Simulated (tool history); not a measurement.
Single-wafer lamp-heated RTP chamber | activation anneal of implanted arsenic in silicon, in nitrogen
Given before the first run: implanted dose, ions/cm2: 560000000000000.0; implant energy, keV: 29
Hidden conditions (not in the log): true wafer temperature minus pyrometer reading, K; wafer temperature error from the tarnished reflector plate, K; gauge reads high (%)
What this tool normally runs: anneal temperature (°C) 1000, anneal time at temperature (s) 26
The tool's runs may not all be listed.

| run | day | anneal temperature (°C) | anneal time at temperature (s) | wafers since the last listed run | wafers since the last pyrometer calibration | wafers since the reflector plate was cleaned | hours since the gauge calibration | read-back reference wafer on the same gauge, sheet resistance | sheet resistance of the implanted and annealed layer (ohm/square) |
|---|---|---|---|---|---|---|---|---|---|
| 1 | 0.000 | 1000 | 26 | 0 | 4402 | 6140 | 331.1 | 146.01 | 168.69 |
| 2 | 0.283 | 1000 | 26 | 75 | 4478 | 6216 | 337.9 | 146.01 | 168.39 |
| 3 | 0.712 | 983 | 16 | 114 | 4592 | 6331 | 348.2 | 145.98 | 172.05 |
| 4 | 1.450 | 983 | 16 | 197 | 4790 | 6528 | 365.9 | 145.98 | 171.70 |
| 5 | 1.742 | 1000 | 26 | 78 | 4868 | 6606 | 372.9 | 145.98 | 168.25 |
| 6 | 2.167 | 1000 | 26 | 113 | 4981 | 6720 | 383.1 | 146.02 | 168.68 |
| 7 | 2.825 | 1000 | 16 | 176 | 5158 | 6896 | 398.9 | 146.01 | 170.23 |
| 8 | 3.538 | 1000 | 26 | 190 | 5348 | 7087 | 416.0 | 146.01 | 168.42 |
| 9 | 4.196 | 1000 | 26 | 176 | 5524 | 7263 | 431.8 | 145.97 | 168.08 |
| 10 | 6.162 | 1000 | 26 | 526 | 6050 | 7789 | 479.0 | 145.99 | 168.17 |
| 11 | 6.733 | 1000 | 26 | 152 | 6203 | 7942 | 492.7 | 145.97 | 168.21 |
|  | 7.279 | pyrometer window cleaned and pyrometer calibrated |
| 12 | 7.300 | 979 | 17 | 62 | 6 | 8004 | 506.3 | 146.02 | 172.82 |
|  | 7.521 | gauge calibrated |
| 13 | 7.817 | 979 | 17 | 138 | 144 | 8143 | 7.1 | 145.99 | 172.84 |
| 14 | 8.392 | 1000 | 26 | 153 | 298 | 8296 | 20.9 | 146.01 | 169.21 |
| 15 | 8.954 | 1000 | 26 | 150 | 448 | 8447 | 34.4 | 146.02 | 169.36 |
| 16 | 9.546 | 1000 | 26 | 158 | 606 | 8605 | 48.6 | 146.02 | 169.56 |
| 17 | 10.146 | 1000 | 26 | 160 | 767 | 8766 | 63.0 | 146.02 | 168.72 |
| 18 | 10.892 | 1000 | 26 | 199 | 966 | 8965 | 80.9 | 145.99 | 169.21 |
| 19 | 11.596 | 1000 | 26 | 188 | 1155 | 9154 | 97.8 | 146.01 | 169.10 |
| 20 | 12.121 | 1027 | 33 | 140 | 1295 | 9294 | 110.4 | 146.01 | 165.99 |
| 21 | 12.654 | 1000 | 26 | 142 | 1438 | 9437 | 123.2 | 146.04 | 168.88 |
| 22 | 13.292 | 984 | 30 | 170 | 1609 | 9607 | 138.5 | 146.05 | 170.17 |
| 23 | 13.608 | 1000 | 26 | 84 | 1693 | 9692 | 146.1 | 145.97 | 169.06 |
| 24 | 14.125 | 1000 | 26 | 138 | 1832 | 9830 | 158.5 | 145.98 | 169.00 |
|  | 14.904 | reflector plate cleaned |
| 25 | 14.925 | 972 | 16 | 124 | 1956 | 5 | 177.7 | 145.99 | 173.58 |
| 26 | 16.508 | 981 | 11 | 423 | 2380 | 428 | 215.7 | 145.99 | 173.66 |
| 27 | 16.896 | 1022 | 26 | 103 | 2484 | 532 | 225.0 | 146.00 | 166.10 |
| 28 | 17.592 | 1014 | 26 | 186 | 2670 | 718 | 241.7 | 146.02 | 167.48 |
| 29 | 18.942 | 1008 | 41 | 361 | 3031 | 1079 | 274.1 | 145.99 | 166.16 |
| 30 | 19.421 | 983 | 36 | 128 | 3159 | 1207 | 285.6 | 146.01 | 169.39 |
| 31 | 20.046 | 1000 | 26 | 167 | 3326 | 1375 | 300.6 | 146.01 | 168.29 |
| 32 | 20.379 | 1000 | 26 | 89 | 3416 | 1464 | 308.6 | 146.03 | 168.34 |
| 33 | 20.912 | 973 | 38 | 142 | 3558 | 1606 | 321.4 | 145.97 | 169.66 |
| 34 | 21.512 | 1000 | 26 | 160 | 3719 | 1767 | 335.8 | 145.98 | 168.16 |
| 35 | 21.771 | 984 | 22 | 69 | 3788 | 1836 | 342.0 | 145.98 | 170.40 |
| 36 | 22.492 | 1000 | 26 | 192 | 3981 | 2029 | 359.3 | 146.02 | 168.12 |
| 37 | 23.025 | 991 | 35 | 142 | 4123 | 2172 | 372.1 | 146.00 | 167.81 |

Some steps in sheet resistance of the implanted and annealed layer (ohm/square) between neighbouring runs. How much of each would the tool show without its hidden state too (settings, what came in, random variation), and how much is left for the hidden state, with any gauge scatter that isn't in both results?
Run 9 -> 10: no setting touched and nothing written in the log between the runs. sheet resistance of the implanted and annealed layer (ohm/square) +0.09: hidden state -0.10, all else +0.19.
Run 11 -> 12: anneal temperature (°C) 1000 -> 979, anneal time at temperature (s) 26 -> 17, pyrometer window cleaned and pyrometer calibrated. sheet resistance of the implanted and annealed layer (ohm/square) +4.61: hidden state +1.20, all else +3.41.
Run 24 -> 25: anneal temperature (°C) 1000 -> 972, anneal time at temperature (s) 26 -> 16, reflector plate cleaned. sheet resistance of the implanted and annealed layer (ohm/square) +4.58: hidden state +0.06, all else +4.52.
Run 26 -> 27: anneal temperature (°C) 981 -> 1022, anneal time at temperature (s) 11 -> 26. sheet resistance of the implanted and annealed layer (ohm/square) -7.56: hidden state -0.19, all else -7.37.

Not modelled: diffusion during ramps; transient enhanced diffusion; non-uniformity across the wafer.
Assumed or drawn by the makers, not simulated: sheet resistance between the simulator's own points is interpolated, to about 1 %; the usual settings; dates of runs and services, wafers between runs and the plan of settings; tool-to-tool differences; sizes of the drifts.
